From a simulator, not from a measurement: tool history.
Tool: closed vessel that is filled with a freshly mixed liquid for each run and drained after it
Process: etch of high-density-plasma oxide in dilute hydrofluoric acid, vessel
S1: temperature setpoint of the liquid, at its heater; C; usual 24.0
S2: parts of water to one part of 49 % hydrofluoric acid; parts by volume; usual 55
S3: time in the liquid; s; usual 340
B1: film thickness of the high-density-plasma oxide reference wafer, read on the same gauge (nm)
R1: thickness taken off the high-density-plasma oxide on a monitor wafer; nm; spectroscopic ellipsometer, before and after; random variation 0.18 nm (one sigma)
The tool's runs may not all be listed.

run	hour	S1	S2	S3	B1	R1
1	0.0	24.0	55	340	109.99	47.14
2	85.3	24.0	55	340	109.98	46.72
3	190.5	24.0	55	340	110.01	46.70
4	252.3	24.0	55	340	110.02	46.83
# hour 296.3: hydrofluoric acid flow meter replaced
5	327.4	24.0	40	395	109.96	75.89
6	419.7	24.0	40	395	110.03	75.83
7	465.5	24.0	55	340	109.99	46.15
8	545.7	24.0	55	340	110.03	46.17
9	630.7	24.0	55	340	110.01	46.62
10	699.1	27.0	65	340	110.02	43.60
11	741.0	27.0	65	340	110.01	43.44
12	779.3	24.0	55	340	110.00	46.09
13	824.9	24.0	65	340	110.00	38.69
14	903.8	25.5	65	340	109.97	40.97
15	1001.7	19.5	30	155	110.00	32.48
16	1080.4	24.0	55	205	110.01	27.61
# hour 1133.5: hydrofluoric acid flow meter replaced
17	1171.5	24.0	55	205	110.02	27.53
# hour 1211.6: gauge calibrated
18	1238.7	19.5	55	340	110.00	37.67
19	1300.1	22.0	70	405	109.97	38.57
20	1342.9	19.5	85	340	109.96	23.41
21	1391.4	28.5	30	210	109.96	64.24
# hour 1570.6: thermometer replaced
22	1695.6	21.5	45	415	110.00	65.50
23	1737.0	22.5	75	465	110.05	44.08
24	1805.3	24.0	55	340	110.02	48.09
25	1854.6	24.0	30	485	110.03	130.20
26	1924.6	20.5	75	340	109.98	29.56
# hour 1951.3: hydrofluoric acid flow meter replaced
27	1964.0	24.0	55	340	109.99	47.93

4 ways to go on from here, each from the tool as it stands after run 27. What would each give?
A	1964.7	24.0	85	340	?	?
B	1964.7	26.0	55	340	?	?
C	1964.7	19.0	55	525	?	?
D	1964.7	20.0	25	415	?	?

run	B1	R1
A	110.00	29.93
B	110.00	52.15
C	110.00	60.17
D	110.00	113.18
Without the tool's hidden state the same runs would have given:
run	R1
A	30.43
B	53.02
C	61.24
D	115.21
